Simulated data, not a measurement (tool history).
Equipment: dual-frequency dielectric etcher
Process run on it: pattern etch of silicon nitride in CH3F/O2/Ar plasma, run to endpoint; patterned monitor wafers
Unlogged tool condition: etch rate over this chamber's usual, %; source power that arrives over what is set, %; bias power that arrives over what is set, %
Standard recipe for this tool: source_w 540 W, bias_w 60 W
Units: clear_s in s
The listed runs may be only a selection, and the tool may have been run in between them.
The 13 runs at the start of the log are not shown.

run	day	source_w	bias_w	wafers since the last listed run	hours since the last wet clean	hours since the last source power generator calibration	hours since the last bias power generator calibration	hours since the last upper electrode change	incoming incoming film thickness, nm	clear_s
14	6.138	460	49	74	123.1	4239	5107.6	88.3	44.7	65.2
15	6.775	540	46	166	138.4	4254.3	5122.9	103.6	45.01	64.4
16	7.162	660	66	101	147.7	4263.6	5132.2	112.9	45.05	52.1
# day 7.604: bias power generator calibrated
17	7.754	670	47	111	161.9	4277.8	3.6	127.1	44.91	59.4
18	8.35	540	60	155	176.2	4292.1	17.9	141.4	45.11	57.7
19	8.829	430	57	125	187.7	4303.6	29.4	152.9	45.14	62.8
# day 9.112: source power generator calibrated
20	9.388	430	68	102	201.1	6.6	42.8	166.3	44.69	57.7
21	9.642	410	60	66	207.2	12.7	48.9	172.4	44.84	61.6
22	10.196	580	53	144	220.5	26	62.2	185.7	45.43	59.6
23	10.775	540	60	151	234.4	39.9	76.1	199.6	45.07	57.3
24	11.096	600	52	83	242.1	47.6	83.8	207.3	45.1	58.6
25	11.462	410	52	95	250.9	56.4	92.6	216.1	45.11	66
26	12.075	540	60	160	265.6	71.1	107.3	230.8	44.96	56.8
27	12.371	580	65	77	272.7	78.2	114.4	237.9	44.64	53.4
28	12.838	480	73	121	283.9	89.4	125.6	249.1	44.97	54.2
29	13.546	500	46	185	300.9	106.4	142.6	266.1	45.24	65.5
30	13.929	540	60	100	310.1	115.6	151.8	275.3	44.83	56.6
31	14.633	540	60	184	327	132.5	168.7	292.2	44.97	57
32	15.208	540	47	150	340.8	146.3	182.5	306	45.53	63.8
33	15.504	540	60	77	347.9	153.4	189.6	313.1	44.96	56.8
34	15.9	430	46	103	357.4	162.9	199.1	322.6	44.45	67.6
35	17.662	540	60	460	399.7	205.2	241.4	364.9	45.56	57.3

Below are 4 alternative next runs, each starting from the tool's condition after run 35. Predict each:
A	17.679	540	60	4	400.1	205.6	241.8	365.3	44.92	?
B	17.679	450	49	4	400.1	205.6	241.8	365.3	44.92	?
C	17.679	590	60	4	400.1	205.6	241.8	365.3	44.92	?
D	17.679	400	54	4	400.1	205.6	241.8	365.3	44.92	?

run	clear_s
A	56.3
B	64.8
C	54.8
D	64.3
Without the tool's hidden state the same runs would have given:
run	clear_s
A	57.2
B	65.9
C	55.7
D	65.3
